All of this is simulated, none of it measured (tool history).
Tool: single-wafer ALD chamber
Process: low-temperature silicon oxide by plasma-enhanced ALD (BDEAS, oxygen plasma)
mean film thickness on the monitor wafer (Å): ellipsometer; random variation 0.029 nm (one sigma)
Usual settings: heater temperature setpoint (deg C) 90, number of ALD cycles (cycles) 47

| run | hour | heater temperature setpoint (deg C) | number of ALD cycles (cycles) | wafers since the last listed run | hours since the last thermocouple change | hours since the gauge calibration | read-back reference wafer on the same gauge, thickness_nm | mean film thickness on the monitor wafer (Å) |
|---|---|---|---|---|---|---|---|---|
| 1 | 0 | 90 | 47 | 0 | 1236.6 | 1122.8 | 6.527 | 64.71 |
| 2 | 102.8 | 90 | 47 | 622 | 1339.4 | 1225.6 | 6.518 | 64.24 |
| 3 | 157.1 | 90 | 47 | 328 | 1393.7 | 1279.9 | 6.514 | 64.3 |
| 4 | 251.7 | 90 | 47 | 572 | 1488.3 | 1374.5 | 6.495 | 63.98 |
| 5 | 341 | 90 | 47 | 540 | 1577.6 | 1463.8 | 6.475 | 64.16 |
| 6 | 447.9 | 90 | 47 | 646 | 1684.5 | 1570.7 | 6.467 | 63.63 |
| 7 | 508 | 90 | 47 | 363 | 1744.6 | 1630.8 | 6.447 | 64.35 |
| 8 | 569.1 | 79 | 44 | 369 | 1805.7 | 1691.9 | 6.429 | 62.75 |
| 9 | 672.5 | 79 | 44 | 625 | 1909.1 | 1795.3 | 6.42 | 62.45 |
| 10 | 739.9 | 79 | 44 | 407 | 1976.5 | 1862.7 | 6.426 | 62.15 |
| 11 | 794 | 80 | 47 | 327 | 2030.6 | 1916.8 | 6.416 | 65.64 |
| 12 | 877.6 | 80 | 47 | 505 | 2114.2 | 2000.4 | 6.392 | 66 |
| 13 | 939.4 | 90 | 47 | 373 | 2176 | 2062.2 | 6.394 | 63.18 |
|  | 1006 | gauge calibrated |
| 14 | 1008.2 | 102 | 44 | 416 | 2244.8 | 2.2 | 6.755 | 60.16 |
|  | 1033.9 | thermocouple changed; heater temperature recalibrated |
| 15 | 1086.7 | 102 | 56 | 426 | 52.8 | 80.7 | 6.754 | 76.4 |
| 16 | 1164.3 | 104 | 56 | 469 | 130.4 | 158.3 | 6.741 | 76.19 |
| 17 | 1217.5 | 98 | 56 | 321 | 183.6 | 211.5 | 6.735 | 77.19 |
| 18 | 1262.4 | 90 | 47 | 271 | 228.5 | 256.4 | 6.724 | 67 |
| 19 | 1362.8 | 90 | 40 | 607 | 328.9 | 356.8 | 6.712 | 56.66 |
| 20 | 1420.6 | 90 | 47 | 349 | 386.7 | 414.6 | 6.708 | 66.08 |
| 21 | 1492.9 | 90 | 40 | 437 | 459 | 486.9 | 6.692 | 56.26 |
| 22 | 1558.7 | 90 | 47 | 398 | 524.8 | 552.7 | 6.681 | 66.33 |
| 23 | 1595.8 | 97 | 55 | 224 | 561.9 | 589.8 | 6.675 | 75.1 |
| 24 | 1693.5 | 90 | 47 | 591 | 659.6 | 687.5 | 6.657 | 66.28 |
| 25 | 1754.9 | 96 | 47 | 371 | 721 | 748.9 | 6.667 | 64.48 |
| 26 | 1827.3 | 79 | 44 | 438 | 793.4 | 821.3 | 6.636 | 64.39 |
| 27 | 1894.2 | 101 | 38 | 404 | 860.3 | 888.2 | 6.616 | 50.91 |

Forecast each of these 3 alternatives for the next run:
| A | 1894.7 | 90 | 47 | 3 | 860.8 | 888.7 | ? | ? |
| B | 1894.7 | 84 | 56 | 3 | 860.8 | 888.7 | ? | ? |
| C | 1894.7 | 78 | 47 | 3 | 860.8 | 888.7 | ? | ? |

| run | read-back reference wafer on the same gauge, thickness_nm | mean film thickness on the monitor wafer (Å) |
|---|---|---|
| A | 6.627 | 65.49 |
| B | 6.627 | 79.89 |
| C | 6.627 | 68.61 |
Without the tool's hidden state the same runs would have given:
| run | mean film thickness on the monitor wafer (Å) |
|---|---|
| A | 66.78 |
| B | 81.46 |
| C | 69.96 |
